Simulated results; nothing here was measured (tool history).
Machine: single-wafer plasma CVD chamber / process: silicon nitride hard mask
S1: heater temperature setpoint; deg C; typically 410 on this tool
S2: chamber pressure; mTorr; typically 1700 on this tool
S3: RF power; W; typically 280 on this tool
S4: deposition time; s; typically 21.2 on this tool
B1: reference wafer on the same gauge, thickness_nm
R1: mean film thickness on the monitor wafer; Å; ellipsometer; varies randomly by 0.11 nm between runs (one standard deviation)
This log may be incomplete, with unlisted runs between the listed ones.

Run 1, hour 0: usual settings; B1 24.71. Result: R1 242.19 Å.
Run 2, hour 10.2: usual settings; B1 24.675. Result: R1 241.93 Å.
At hour 28.1: thermocouple changed; heater temperature recalibrated.
Run 3, hour 28.6: usual settings; B1 24.732. Result: R1 239.92 Å.
At hour 34.7: gauge calibrated.
Run 4, hour 35.7: usual settings but S4 18.6 s; B1 24.702. Result: R1 210.51 Å.
At hour 46.4: capacitance manometer re-zeroed and calibrated.
Run 5, hour 46.8: usual settings; B1 24.719. Result: R1 242.23 Å.
Run 6, hour 98.1: usual settings but S3 300 W; B1 24.735. Result: R1 251.33 Å.
Run 7, hour 112.4: usual settings; B1 24.759. Result: R1 242.11 Å.
Run 8, hour 128: usual settings but S3 245 W; B1 24.684. Result: R1 218.97 Å.
Run 9, hour 140.5: usual settings; B1 24.721. Result: R1 240.37 Å.
At hour 149.7: RF generator calibrated.
Run 10, hour 155.3: usual settings but S3 250 W, S4 17.1 s; B1 24.665. Result: R1 192.15 Å.
Run 11, hour 162.4: usual settings but S4 18.4 s; B1 24.708. Result: R1 220.86 Å.
Run 12, hour 176.6: usual settings; B1 24.668. Result: R1 254.64 Å.
Run 13, hour 192: usual settings but S2 1560 mTorr; B1 24.686. Result: R1 248.58 Å.
Run 14, hour 204.1: usual settings but S2 1410 mTorr, S4 24.5 s; B1 24.724. Result: R1 278.41 Å.
Run 15, hour 213.3: usual settings but S1 422 deg C, S2 1890 mTorr, S3 310 W, S4 23 s; B1 24.697. Result: R1 300.28 Å.
Run 16, hour 227.8: usual settings but S3 325 W, S4 24.9 s; B1 24.641. Result: R1 329.26 Å.
Run 17, hour 236.5: usual settings but S1 402 deg C, S4 17.2 s; B1 24.739. Result: R1 206.76 Å.
Run 18, hour 252: usual settings; B1 24.679. Result: R1 252.77 Å.
Run 19, hour 261.3: usual settings but S2 1970 mTorr, S4 19.6 s; B1 24.693. Result: R1 244.2 Å.

Estimate the outcome of run 20 from the log above:
Run 20, hour 268.7: usual settings but S2 1530 mTorr; B1 ?. Result: R1 ?.

{"run 20": {"B1": 24.692, "R1": 246.29}}
Take away the tool's hidden state, keep the run-to-run variation as it was, and the same run would have given R1 250.97 Å.
